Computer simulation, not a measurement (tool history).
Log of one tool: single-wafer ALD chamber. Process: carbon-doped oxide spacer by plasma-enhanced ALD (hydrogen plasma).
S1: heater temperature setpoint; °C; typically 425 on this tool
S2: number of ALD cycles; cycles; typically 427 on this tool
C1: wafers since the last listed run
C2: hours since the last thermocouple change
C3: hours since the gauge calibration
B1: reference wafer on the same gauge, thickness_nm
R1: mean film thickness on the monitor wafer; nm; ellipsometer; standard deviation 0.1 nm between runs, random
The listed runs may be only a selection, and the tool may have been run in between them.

run	hour	S1	S2	C1	C2	C3	B1	R1
1	0	418	427	0	1067.5	951.2	17.498	18.971
2	102	418	427	82	1169.5	1053.2	17.512	18.714
3	146.7	418	427	36	1214.2	1097.9	17.505	18.933
4	228.2	425	372	65	1295.7	1179.4	17.495	16.028
5	289.9	425	427	49	1357.4	1241.1	17.479	18.522
6	329.7	425	427	32	1397.2	1280.9	17.5	18.522
# hour 412.4: thermocouple changed; heater temperature recalibrated
7	589.3	425	427	202	176.9	1540.5	17.488	18.75
8	630.7	425	427	33	218.3	1581.9	17.52	18.38
9	727.7	425	427	78	315.3	1678.9	17.511	18.543
10	919.4	425	427	154	507	1870.6	17.533	18.319
11	981.7	425	427	50	569.3	1932.9	17.541	18.481
12	1022.2	425	427	32	609.8	1973.4	17.488	18.369
13	1119.5	425	427	78	707.1	2070.7	17.521	18.707
14	1166.5	425	427	37	754.1	2117.7	17.544	18.585
15	1205.1	425	427	31	792.7	2156.3	17.489	18.473
16	1292.4	425	427	70	880	2243.6	17.544	18.515
17	1363.1	430	427	56	950.7	2314.3	17.522	18.382
18	1456.4	430	427	75	1044	2407.6	17.508	18.405
# hour 1521.5: gauge calibrated
19	1563.7	437	427	86	1151.3	42.2	17.502	17.993
# hour 1603: thermocouple changed; heater temperature recalibrated
20	1639.5	425	427	54	36.5	118	17.498	18.43
21	1745.6	425	427	85	142.6	224.1	17.506	18.534
22	1832.6	410	396	70	229.6	311.1	17.485	17.782
23	1874	434	497	33	271	352.5	17.503	21.255
24	1917.5	440	427	35	314.5	396	17.503	17.745
25	1979.5	415	470	49	376.5	458	17.507	20.958
26	2075.5	434	499	77	472.5	554	17.485	21.071
27	2171.7	439	427	77	568.7	650.2	17.496	17.79
28	2222.4	425	495	40	619.4	700.9	17.506	21.456
29	2281.8	436	451	47	678.8	760.3	17.494	18.944
30	2361.4	432	490	64	758.4	839.9	17.508	20.776
31	2526.8	425	496	133	923.8	1005.3	17.499	21.363
32	2597.8	425	427	57	994.8	1076.3	17.489	18.466
33	2654.8	419	511	45	1051.8	1133.3	17.511	22.425
34	2754	420	477	79	1151	1232.5	17.49	20.983
# hour 2799.8: thermocouple changed; heater temperature recalibrated
35	2820.3	415	462	46	20.5	1298.8	17.486	20.623
36	2918.8	425	372	79	119	1397.3	17.48	16.224
37	2977.9	434	396	47	178.1	1456.4	17.524	16.623
38	3022.1	425	427	35	222.3	1500.6	17.496	18.645

Predict each of these 5 candidate next runs independently; none follows another, all start after run 38:
A	3023.2	425	427	0	223.4	1501.7	?	?
B	3023.2	425	396	0	223.4	1501.7	?	?
C	3023.2	432	427	0	223.4	1501.7	?	?
D	3023.2	421	371	0	223.4	1501.7	?	?
E	3023.2	420	360	0	223.4	1501.7	?	?

run	B1	R1
A	17.495	18.467
B	17.495	17.127
C	17.495	18.095
D	17.495	16.23
E	17.495	15.794
With the hidden condition removed and each run's random variation left untouched, the same runs would have given:
run	R1
A	18.467
B	17.127
C	18.095
D	16.23
E	15.794
